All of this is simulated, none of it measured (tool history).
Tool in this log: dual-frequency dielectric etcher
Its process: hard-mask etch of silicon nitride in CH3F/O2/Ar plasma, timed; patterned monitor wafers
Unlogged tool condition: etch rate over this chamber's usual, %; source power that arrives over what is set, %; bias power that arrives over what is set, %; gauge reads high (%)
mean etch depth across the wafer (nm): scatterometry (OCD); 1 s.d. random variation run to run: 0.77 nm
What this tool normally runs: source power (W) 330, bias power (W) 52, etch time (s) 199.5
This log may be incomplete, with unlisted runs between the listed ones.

run	hour	source power (W)	bias power (W)	etch time (s)	wafers since the last listed run	hours since the last wet clean	hours since the last source power generator calibration	hours since the last bias power generator calibration	hours since the last upper electrode change	hours since the gauge calibration	read-back reference wafer on the same gauge, depth_nm	mean etch depth across the wafer (nm)
1	0	330	52	199.5	0	253	1492.7	3079.3	3229.5	203.1	97.7	116.6
2	26.6	330	52	199.5	172	279.6	1519.3	3105.9	3256.1	229.7	97.9	116.7
3	45	330	52	199.5	119	298	1537.7	3124.3	3274.5	248.1	98.4	117.8
4	74.5	360	52	180	191	327.5	1567.2	3153.8	3304	277.6	97.9	111.1
5	92.1	330	52	247	114	345.1	1584.8	3171.4	3321.6	295.2	97.9	146.3
6	122.8	330	52	199.5	199	375.8	1615.5	3202.1	3352.3	325.9	98.1	117.3
# hour 164.8: wet clean of the chamber
7	165.3	330	52	199.5	120	0.5	1658	3244.6	3394.8	368.4	97.6	113.1
8	165.7	330	52	199.5	2	0.9	1658.4	3245	3395.2	368.8	98	112.9
9	171.1	330	52	199.5	35	6.3	1663.8	3250.4	3400.6	374.2	97.8	114
10	195.9	330	44	199.5	160	31.1	1688.6	3275.2	3425.4	399	98	108.7
# hour 238: upper electrode replaced
11	238.5	290	52	147.5	120	73.7	1731.2	3317.8	0.5	441.6	97.9	79.3
12	258.1	360	63	232	127	93.3	1750.8	3337.4	20.1	461.2	97.8	146.9
# hour 262.7: bias power generator calibrated
13	274.8	300	62	145.5	82	110	1767.5	12.1	36.8	477.9	98.1	84.6
# hour 299.4: gauge calibrated
14	301.5	330	45	199.5	173	136.7	1794.2	38.8	63.5	2.1	97.8	110.8
# hour 319.8: source power generator calibrated
15	322	330	52	183	107	157.2	2.2	59.3	84	22.6	97.8	106
16	335.8	330	52	199.5	89	171	16	73.1	97.8	36.4	98.1	115.9
17	359	330	58	220.5	150	194.2	39.2	96.3	121	59.6	98.2	132
18	373.2	250	52	144.5	92	208.4	53.4	110.5	135.2	73.8	97.8	74.8
19	402.6	330	52	251.5	190	237.8	82.8	139.9	164.6	103.2	97.9	147.5
20	433.7	330	52	199.5	201	268.9	113.9	171	195.7	134.3	97.9	117.2
21	447.9	260	52	199.5	92	283.1	128.1	185.2	209.9	148.5	98.3	106.1

Take each entry between the runs: how does the hidden state at the last listed run before it differ from the hidden state at the first listed run after it?
Runs 6 to 7: wet clean of the chamber (hour 164.8)
  etch rate over this chamber's usual, %: 4.13 -> -0.149
  measured less the result without the state, mean etch depth across the wafer (nm): +4.7 -> -0.2
Runs 10 to 11: upper electrode replaced (hour 238)
  etch rate over this chamber's usual, %: 0.177 -> 0.632
  measured less the result without the state, mean etch depth across the wafer (nm): +0.2 -> +0.5
Runs 12 to 13: bias power generator calibrated (hour 262.7)
  etch rate over this chamber's usual, %: 0.84 -> 1.02
  measured less the result without the state, mean etch depth across the wafer (nm): +1.2 -> +0.8
Runs 13 to 14: gauge calibrated (hour 299.4)
  etch rate over this chamber's usual, %: 1.02 -> 1.3
  measured less the result without the state, mean etch depth across the wafer (nm): +0.8 -> +1.4
Runs 14 to 15: source power generator calibrated (hour 319.8)
  etch rate over this chamber's usual, %: 1.3 -> 1.52
  measured less the result without the state, mean etch depth across the wafer (nm): +1.4 -> +1.6
